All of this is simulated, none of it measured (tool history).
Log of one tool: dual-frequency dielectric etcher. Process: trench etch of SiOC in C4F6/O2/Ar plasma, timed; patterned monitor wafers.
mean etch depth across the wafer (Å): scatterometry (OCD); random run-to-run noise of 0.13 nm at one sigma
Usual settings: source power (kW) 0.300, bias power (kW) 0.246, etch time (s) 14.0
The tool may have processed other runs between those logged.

run	hour	source power (kW)	bias power (kW)	etch time (s)	wafers since the last listed run	hours since the last wet clean	hours since the last source power generator calibration	hours since the last bias power generator calibration	hours since the last upper electrode change	hours since the gauge calibration	read-back reference wafer on the same gauge, depth_nm	mean etch depth across the wafer (Å)
1	0.0	0.240	0.246	14.0	0	160.1	3342.9	3459.3	2392.2	453.0	33.91	264.8
2	8.3	0.300	0.246	14.0	170	168.4	3351.2	3467.6	2400.5	461.3	33.90	304.5
3	15.6	0.300	0.246	14.0	149	175.7	3358.5	3474.9	2407.8	468.6	33.90	305.0
4	35.6	0.300	0.246	14.0	410	195.7	3378.5	3494.9	2427.8	488.6	33.87	302.7
5	49.3	0.270	0.246	14.0	281	209.4	3392.2	3508.6	2441.5	502.3	33.89	284.3
6	56.4	0.270	0.246	14.0	145	216.5	3399.3	3515.7	2448.6	509.4	33.95	283.5
7	67.8	0.270	0.246	14.0	233	227.9	3410.7	3527.1	2460.0	520.8	33.91	284.5
# hour 72.4: gauge calibrated
8	80.7	0.360	0.246	14.0	264	240.8	3423.6	3540.0	2472.9	8.3	33.85	330.1
9	96.9	0.300	0.246	14.0	332	257.0	3439.8	3556.2	2489.1	24.5	33.94	303.0
# hour 133.6: upper electrode replaced
10	134.1	0.300	0.246	14.0	270	294.2	3477.0	3593.4	0.5	61.7	33.92	301.9
11	134.5	0.230	0.196	11.5	8	294.6	3477.4	3593.8	0.9	62.1	33.86	193.2
12	139.4	0.300	0.246	14.0	100	299.5	3482.3	3598.7	5.8	67.0	33.90	300.5
13	155.3	0.300	0.246	17.0	326	315.4	3498.2	3614.6	21.7	82.9	33.89	366.3
14	166.6	0.360	0.246	10.5	231	326.7	3509.5	3625.9	33.0	94.2	33.90	245.4
# hour 185.0: source power generator calibrated
# hour 196.8: wet clean of the chamber
15	197.3	0.300	0.246	14.0	304	0.5	12.3	3656.6	63.7	124.9	33.92	307.3
16	197.6	0.300	0.283	14.0	6	0.8	12.6	3656.9	64.0	125.2	33.89	323.7
17	198.0	0.300	0.246	14.0	8	1.2	13.0	3657.3	64.4	125.6	33.91	308.0
18	208.8	0.300	0.246	14.0	221	12.0	23.8	3668.1	75.2	136.4	33.86	309.1
19	222.2	0.230	0.277	16.0	275	25.4	37.2	3681.5	88.6	149.8	33.84	314.6
20	230.1	0.230	0.192	10.5	162	33.3	45.1	3689.4	96.5	157.7	33.92	178.7
21	238.1	0.260	0.215	15.5	164	41.3	53.1	3697.4	104.5	165.7	33.91	297.1
# hour 246.3: bias power generator calibrated
22	255.5	0.330	0.287	11.5	275	58.7	70.5	9.2	121.9	183.1	33.95	280.6
23	265.5	0.300	0.246	14.0	205	68.7	80.5	19.2	131.9	193.1	33.89	306.1

Forecast run 24:
24	280.9	0.380	0.246	14.0	316	84.1	95.9	34.6	147.3	208.5	?	?

read-back reference wafer on the same gauge, depth_nm: 33.89
mean etch depth across the wafer (Å): 347.0
Take away the tool's hidden state, keep the run-to-run variation as it was, and the same run would have given mean etch depth across the wafer (Å) 348.1.
